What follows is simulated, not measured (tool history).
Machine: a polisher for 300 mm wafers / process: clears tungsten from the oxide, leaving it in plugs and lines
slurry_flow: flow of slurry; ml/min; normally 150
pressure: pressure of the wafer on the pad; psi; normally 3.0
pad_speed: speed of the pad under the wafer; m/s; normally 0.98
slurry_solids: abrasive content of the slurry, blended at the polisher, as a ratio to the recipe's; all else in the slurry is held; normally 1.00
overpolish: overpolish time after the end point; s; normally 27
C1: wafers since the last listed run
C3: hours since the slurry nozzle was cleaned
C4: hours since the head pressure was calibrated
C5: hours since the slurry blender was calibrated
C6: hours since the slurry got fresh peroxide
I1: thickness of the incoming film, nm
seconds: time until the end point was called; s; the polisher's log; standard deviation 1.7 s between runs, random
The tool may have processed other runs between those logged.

Run 1, hour 0.0: usual settings but pressure 2.5 psi; C1 0; wafers polished on this pad 344; C3 136.2; C4 386.0; C5 168.8; C6 38.0; I1 501.3. Result: seconds 159.3 s.
Run 2, hour 44.9: usual settings; C1 375; wafers polished on this pad 719; C3 181.1; C4 430.9; C5 213.7; C6 82.9; I1 497.2. Result: seconds 132.4 s.
At hour 75.1: slurry blender recalibrated.
Run 3, hour 101.4: usual settings but overpolish 17 s; C1 455; wafers polished on this pad 1175; C3 237.6; C4 487.4; C5 26.3; C6 139.4; I1 510.2. Result: seconds 139.0 s.
Run 4, hour 130.6: usual settings but overpolish 17 s; C1 244; wafers polished on this pad 1419; C3 266.8; C4 516.6; C5 55.5; C6 168.6; I1 489.6. Result: seconds 136.0 s.
At hour 182.6: slurry tank refilled with fresh slurry and peroxide.
Run 5, hour 202.0: usual settings but overpolish 17 s; C1 588; wafers polished on this pad 2007; C3 338.2; C4 588.0; C5 126.9; C6 19.4; I1 507.6. Result: seconds 138.5 s.
At hour 224.2: worn pad replaced by a new one.
At hour 225.3: head pressure recalibrated.
At hour 355.3: slurry blender recalibrated.
Run 6, hour 392.9: usual settings but pad_speed 1.16 m/s; C1 1536; wafers polished on this pad 1384; C3 529.1; C4 167.6; C5 37.6; C6 210.3; I1 499.1. Result: seconds 121.8 s.
Run 7, hour 431.7: usual settings but pad_speed 1.16 m/s; C1 324; wafers polished on this pad 1708; C3 567.9; C4 206.4; C5 76.4; C6 249.1; I1 508.4. Result: seconds 125.4 s.
At hour 450.0: slurry tank refilled with fresh slurry and peroxide.
At hour 479.2: worn pad replaced by a new one.
Run 8, hour 510.7: usual settings; C1 618; wafers polished on this pad 263; C3 646.9; C4 285.4; C5 155.4; C6 60.7; I1 497.8. Result: seconds 134.8 s.
At hour 540.6: slurry nozzle cleaned.
At hour 594.3: slurry blender recalibrated.
Run 9, hour 651.7: usual settings; C1 1153; wafers polished on this pad 1416; C3 111.1; C4 426.4; C5 57.4; C6 201.7; I1 505.9. Result: seconds 146.2 s.
At hour 707.7: slurry tank refilled with fresh slurry and peroxide.
Run 10, hour 712.6: usual settings but pressure 2.5 psi, overpolish 20 s; C1 500; wafers polished on this pad 1917; C3 172.0; C4 487.3; C5 118.3; C6 4.9; I1 502.0. Result: seconds 154.3 s.
At hour 728.6: worn pad replaced by a new one.
At hour 763.7: head pressure recalibrated.
Run 11, hour 805.5: usual settings but slurry_solids 0.75, overpolish 23 s; C1 726; wafers polished on this pad 626; C3 264.9; C4 41.8; C5 211.2; C6 97.8; I1 504.7. Result: seconds 145.2 s.
Run 12, hour 870.0: usual settings but slurry_flow 120 ml/min, pad_speed 1.12 m/s; C1 539; wafers polished on this pad 1165; C3 329.4; C4 106.3; C5 275.7; C6 162.3; I1 506.5. Result: seconds 125.8 s.
At hour 880.8: slurry blender recalibrated.
Run 13, hour 941.0: usual settings but slurry_flow 190 ml/min, pad_speed 0.68 m/s, overpolish 37 s; C1 576; wafers polished on this pad 1742; C3 400.4; C4 177.3; C5 60.2; C6 233.3; I1 492.9. Result: seconds 194.7 s.
At hour 950.1: slurry tank refilled with fresh slurry and peroxide.
At hour 976.3: worn pad replaced by a new one.
Run 14, hour 1002.2: usual settings but overpolish 33 s; C1 469; wafers polished on this pad 216; C3 461.6; C4 238.5; C5 121.4; C6 52.1; I1 503.1. Result: seconds 141.1 s.
Run 15, hour 1072.9: usual settings but pressure 2.3 psi, pad_speed 1.22 m/s; C1 590; wafers polished on this pad 807; C3 532.3; C4 309.2; C5 192.1; C6 122.8; I1 491.7. Result: seconds 135.0 s.
Run 16, hour 1123.7: usual settings but slurry_solids 0.75, overpolish 23 s; C1 424; wafers polished on this pad 1232; C3 583.1; C4 360.0; C5 242.9; C6 173.6; I1 501.5. Result: seconds 146.5 s.
At hour 1165.4: slurry blender recalibrated.
Run 17, hour 1189.7: usual settings but slurry_flow 175 ml/min, pad_speed 1.26 m/s; C1 534; wafers polished on this pad 1767; C3 649.1; C4 426.0; C5 24.3; C6 239.6; I1 499.9. Result: seconds 109.1 s.

Consider 3 possible next runs. They are alternatives, not a sequence: every one starts from the tool as it was left by run 17. What does each give?
Run A, hour 1190.2: usual settings; C1 4; wafers polished on this pad 1771; C3 649.6; C4 426.5; C5 24.8; C6 240.1; I1 500.5. Result: seconds ?.
Run B, hour 1190.2: usual settings but slurry_flow 125 ml/min, pressure 3.9 psi, pad_speed 1.12 m/s, slurry_solids 0.70; C1 4; wafers polished on this pad 1771; C3 649.6; C4 426.5; C5 24.8; C6 240.1; I1 500.5. Result: seconds ?.
Run C, hour 1190.2: usual settings but slurry_solids 1.15; C1 4; wafers polished on this pad 1771; C3 649.6; C4 426.5; C5 24.8; C6 240.1; I1 500.5. Result: seconds ?.

run  seconds
  A    146.0
  B    114.6
  C    142.1
What these runs would have given with no unlogged condition in the tool:
run  seconds
  A    135.2
  B    106.1
  C    131.6
